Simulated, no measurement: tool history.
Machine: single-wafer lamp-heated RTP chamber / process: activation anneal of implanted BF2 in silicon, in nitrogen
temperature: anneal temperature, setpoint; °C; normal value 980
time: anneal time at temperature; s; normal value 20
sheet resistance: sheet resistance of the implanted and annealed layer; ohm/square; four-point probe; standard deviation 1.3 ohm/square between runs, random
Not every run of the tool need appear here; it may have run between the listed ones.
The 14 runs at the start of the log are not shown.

run	day	temperature	time	wafers since the last listed run	wafers since the last pyrometer calibration	wafers since the reflector plate was cleaned	hours since the gauge calibration	read-back reference wafer on the same gauge, sheet resistance	sheet resistance
15	14.904	980	20	181	3829	8958	473.6	326.27	289.54
16	15.862	980	20	224	4053	9182	496.6	326.20	290.52
# day 16.367: gauge calibrated
17	16.667	980	20	188	4241	9370	7.2	326.13	287.37
18	17.429	980	20	178	4419	9549	25.5	325.87	287.18
19	18.858	980	20	334	4754	9883	59.8	326.21	290.05
20	19.708	1005	9	198	4952	10082	80.2	325.97	285.51
# day 20.738: reflector plate cleaned
21	20.758	1008	13	167	5120	5	105.4	325.25	285.71
22	21.621	1000	16	201	5322	206	126.1	326.78	286.84
23	22.867	971	15	291	5613	498	156.0	325.79	302.01
24	24.117	998	16	292	5906	790	186.0	326.20	286.17
25	26.438	970	30	542	6448	1333	241.7	326.36	296.16
26	27.012	980	20	134	6583	1468	255.5	326.21	293.11
27	29.088	980	20	485	7068	1953	305.3	326.67	291.73
# day 29.575: pyrometer window cleaned and pyrometer calibrated
28	29.921	980	20	116	81	2070	325.3	326.32	293.82
29	31.200	980	20	299	380	2369	356.0	326.57	293.41
30	31.842	955	27	150	530	2519	371.4	326.57	316.25
31	33.075	998	20	288	818	2808	401.0	326.24	285.33
32	34.400	959	32	309	1128	3118	432.8	326.24	305.42
33	35.233	1004	15	194	1323	3313	452.8	326.68	285.28
34	36.471	967	20	289	1613	3602	482.5	325.88	302.07
35	37.779	980	16	306	1919	3908	513.9	325.95	296.40
36	38.612	980	23	194	2114	4103	533.9	326.57	292.10
37	39.262	980	20	152	2266	4255	549.5	325.82	290.74
38	40.579	980	20	307	2574	4563	581.1	326.11	293.94

Each row is a separate what-if for the run after 38, all from the same tool condition, not one after another. Results?
A	40.596	980	20	3	2578	4567	581.5	?	?
B	40.596	1008	10	3	2578	4567	581.5	?	?
C	40.596	995	14	3	2578	4567	581.5	?	?

run	read-back reference wafer on the same gauge, sheet resistance	sheet resistance
A	325.86	293.06
B	325.86	287.50
C	325.86	288.63
With the hidden condition removed and each run's random variation left untouched, the same runs would have given:
run	sheet resistance
A	294.80
B	287.99
C	289.55
